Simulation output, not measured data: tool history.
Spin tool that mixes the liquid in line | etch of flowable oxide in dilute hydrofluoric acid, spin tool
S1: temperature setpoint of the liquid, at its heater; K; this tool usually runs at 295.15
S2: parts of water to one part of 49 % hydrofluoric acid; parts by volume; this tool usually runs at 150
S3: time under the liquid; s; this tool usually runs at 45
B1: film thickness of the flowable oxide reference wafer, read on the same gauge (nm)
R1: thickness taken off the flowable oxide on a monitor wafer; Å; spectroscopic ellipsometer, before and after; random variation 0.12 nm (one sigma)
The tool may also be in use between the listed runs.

run 1 hour=0 | S1=295.15 S2=175 S3=55 | B1=60 | R1=140.4
run 2 hour=65.1 | S1=295.15 S2=175 S3=55 | B1=60 | R1=140.8
run 3 hour=122.4 | S1=295.15 S2=150 S3=45 | B1=60 | R1=137.5
run 4 hour=188 | S1=293.65 S2=150 S3=45 | B1=60.02 | R1=132.6
run 5 hour=212.7 | S1=293.65 S2=150 S3=45 | B1=60 | R1=131.8
run 6 hour=263.8 | S1=294.15 S2=185 S3=45 | B1=60.01 | R1=105.2
run 7 hour=291.7 | S1=294.15 S2=185 S3=45 | B1=60 | R1=104.3
run 8 hour=319.9 | S1=295.15 S2=150 S3=45 | B1=59.98 | R1=140
run 9 hour=351.6 | S1=295.15 S2=150 S3=45 | B1=60 | R1=139.7
run 10 hour=390 | S1=295.15 S2=135 S3=45 | B1=60.02 | R1=159.3
run 11 hour=446.7 | S1=295.15 S2=150 S3=45 | B1=60.02 | R1=142
run 12 hour=471.2 | S1=295.15 S2=150 S3=45 | B1=59.98 | R1=141.9
run 13 hour=503.7 | S1=295.15 S2=150 S3=45 | B1=59.98 | R1=142.1
-- hour=576.1 thermometer replaced
run 14 hour=585 | S1=295.15 S2=150 S3=60 | B1=60 | R1=189.6
-- hour=703.5 hydrofluoric acid flow meter replaced
run 15 hour=723.8 | S1=290.65 S2=150 S3=60 | B1=59.99 | R1=142.8
run 16 hour=756.8 | S1=295.15 S2=150 S3=45 | B1=60.01 | R1=127.8
-- hour=770.5 gauge calibrated
run 17 hour=791.6 | S1=295.15 S2=150 S3=45 | B1=59.98 | R1=127.5
run 18 hour=831.7 | S1=299.15 S2=95 S3=25 | B1=60 | R1=141.2
run 19 hour=869.7 | S1=295.15 S2=150 S3=45 | B1=60.04 | R1=129.8

The next listed run, before its measurement:
run 20 hour=898.8 | S1=295.15 S2=210 S3=20 | B1=? | R1=?

B1: 60.01
R1: 38.1 Å
Minus the tool's unlogged condition, the same run would have read R1 37.5 Å.
